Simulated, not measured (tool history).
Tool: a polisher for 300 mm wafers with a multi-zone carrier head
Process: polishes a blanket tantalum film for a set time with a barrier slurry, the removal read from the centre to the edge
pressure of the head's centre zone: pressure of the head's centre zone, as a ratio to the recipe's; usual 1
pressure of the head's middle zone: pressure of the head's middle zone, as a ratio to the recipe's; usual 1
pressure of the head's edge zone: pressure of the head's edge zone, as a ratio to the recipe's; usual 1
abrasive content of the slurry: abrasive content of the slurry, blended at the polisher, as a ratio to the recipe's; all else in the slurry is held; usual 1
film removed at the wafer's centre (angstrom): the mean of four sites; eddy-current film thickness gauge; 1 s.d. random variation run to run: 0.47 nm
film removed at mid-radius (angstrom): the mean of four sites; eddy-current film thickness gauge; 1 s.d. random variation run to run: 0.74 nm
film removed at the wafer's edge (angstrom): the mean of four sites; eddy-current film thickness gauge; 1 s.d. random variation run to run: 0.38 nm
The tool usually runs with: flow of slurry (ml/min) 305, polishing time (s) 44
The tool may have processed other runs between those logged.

run,hour,flow of slurry (ml/min),pressure of the head's centre zone,pressure of the head's middle zone,pressure of the head's edge zone,abrasive content of the slurry,polishing time (s),"incoming thickness of the incoming film, nm",film removed at the wafer's centre (angstrom),film removed at mid-radius (angstrom),film removed at the wafer's edge (angstrom)
1,0,305,1,1,1,1,44,432.5,490,515,525
2,15.4,305,1,1.09,1,1,44,433,489,540,525
3,26.9,305,1,1.09,1,1,44,425.4,478,522,526
4,38.2,305,1,1,1,1,44,435.5,474,492,516
5,46.7,305,1,1,1,1,44,430.2,483,483,510
6,54.4,305,1,1,1,1,44,430.1,469,488,505
7,70,305,1,1,1,1,44,430.9,463,479,502
8,84,305,1,1,1,1,44,436.6,463,478,495
9,94.5,305,1,1,1,1,44,431.9,457,472,493
10,111.4,305,1,1,1,1,44,433.8,456,453,483
11,120.4,305,1,1,1,1,44,434.1,505,504,539
12,137.7,305,0.94,1.06,1,1,44,439.6,467,528,530
13,149.7,305,1,1,1,1,44,422.5,481,503,513
14,165.7,305,0.88,1,1,1,57,432.1,543,637,669
15,177.9,305,1,1,0.95,1,44,433.7,474,489,504
16,191.4,305,1,1,1,1,44,422.6,466,488,506
17,209.3,250,0.92,1,1,1,44,432.8,411,461,488
18,221.1,305,1.08,1,1,1.15,44,424.8,506,498,506
19,237.6,305,1,1,1.04,1,44,432.6,453,470,491
20,249,305,1,1,1,1,53,428.3,539,536,582
21,263.1,305,1,0.96,1,1,34,432.4,343,332,373
22,277.5,305,1,1,0.92,1,49,430.4,550,574,577
23,293.8,305,1,1,1,0.85,44,436.9,468,495,516

Removed from this log: 6 entries logged between the listed runs. Between which two listed runs does each belong, and how does the tool's hidden state at the listed run before it compare with that at the listed run after it?
Runs 10 to 11: worn pad replaced by a new one (hour 119.9)
  removal rate lost through wear of the pad, %: 10.5 -> 1.68
  measured value less the no-hidden-state value, film removed at the wafer's centre (angstrom): -53 -> -9; film removed at mid-radius (angstrom): -54 -> -9; film removed at the wafer's edge (angstrom): -57 -> -9
Runs 12 to 13: carrier head's membrane replaced by a new one (hour 148)
  removal rate lost through wear of the pad, %: 2.96 -> 3.84
  measured value less the no-hidden-state value, film removed at the wafer's centre (angstrom): -14 -> -19; film removed at mid-radius (angstrom): -16 -> -20; film removed at the wafer's edge (angstrom): -17 -> -21
Runs 16 to 17: slurry nozzle cleaned (hour 196.9)
  removal rate lost through wear of the pad, %: 6.92 -> 8.25
  measured value less the no-hidden-state value, film removed at the wafer's centre (angstrom): -35 -> -37; film removed at mid-radius (angstrom): -36 -> -41; film removed at the wafer's edge (angstrom): -37 -> -44
Runs 17 to 18: centre zone pressure recalibrated (hour 212.5); edge zone pressure recalibrated (hour 219.7)
  removal rate lost through wear of the pad, %: 8.25 -> 9.12
  measured value less the no-hidden-state value, film removed at the wafer's centre (angstrom): -37 -> -50; film removed at mid-radius (angstrom): -41 -> -50; film removed at the wafer's edge (angstrom): -44 -> -51
Runs 21 to 22: worn pad replaced by a new one (hour 274)
  removal rate lost through wear of the pad, %: 12.2 -> 0.681
  measured value less the no-hidden-state value, film removed at the wafer's centre (angstrom): -47 -> -3; film removed at mid-radius (angstrom): -46 -> -4; film removed at the wafer's edge (angstrom): -52 -> -4
